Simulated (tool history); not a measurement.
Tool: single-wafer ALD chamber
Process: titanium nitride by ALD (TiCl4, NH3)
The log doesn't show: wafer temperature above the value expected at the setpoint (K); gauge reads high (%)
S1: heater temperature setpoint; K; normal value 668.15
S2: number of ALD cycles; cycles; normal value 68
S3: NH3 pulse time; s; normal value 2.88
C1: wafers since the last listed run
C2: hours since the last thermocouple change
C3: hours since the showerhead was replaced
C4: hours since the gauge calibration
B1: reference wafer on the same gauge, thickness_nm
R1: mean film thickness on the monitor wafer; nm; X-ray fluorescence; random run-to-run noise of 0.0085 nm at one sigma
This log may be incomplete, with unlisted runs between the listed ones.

Run 1, hour 0: usual settings; C1 0; C2 1291.6; C3 7032.9; C4 265.2; B1 1.383. Result: R1 1.594 nm.
Run 2, hour 65.5: usual settings; C1 197; C2 1357.1; C3 7098.4; C4 330.7; B1 1.377. Result: R1 1.59 nm.
Run 3, hour 124.6: usual settings; C1 178; C2 1416.2; C3 7157.5; C4 389.8; B1 1.374. Result: R1 1.595 nm.
Run 4, hour 188.7: usual settings but S3 2.18 s; C1 193; C2 1480.3; C3 7221.6; C4 453.9; B1 1.37. Result: R1 1.566 nm.
Run 5, hour 256.2: usual settings but S3 2.18 s; C1 203; C2 1547.8; C3 7289.1; C4 521.4; B1 1.366. Result: R1 1.535 nm.
Run 6, hour 297.3: usual settings; C1 124; C2 1588.9; C3 7330.2; C4 562.5; B1 1.364. Result: R1 1.563 nm.
At hour 349.9: thermocouple changed; heater temperature recalibrated.
Run 7, hour 350.4: usual settings; C1 136; C2 0.5; C3 7383.3; C4 615.6; B1 1.364. Result: R1 1.57 nm.

Run 8 has not been measured yet. What should we expect?
At hour 360.1: gauge calibrated.
At hour 381.2: showerhead replaced.
Run 8, hour 417.3: usual settings but S2 72 cycles; C1 177; C2 67.4; C3 36.1; C4 57.2; B1 ?. Result: R1 ?.

{"run 8": {"B1": 1.397, "R1": 1.704}}
With no hidden state in the tool, this same run would have given R1 1.706 nm.
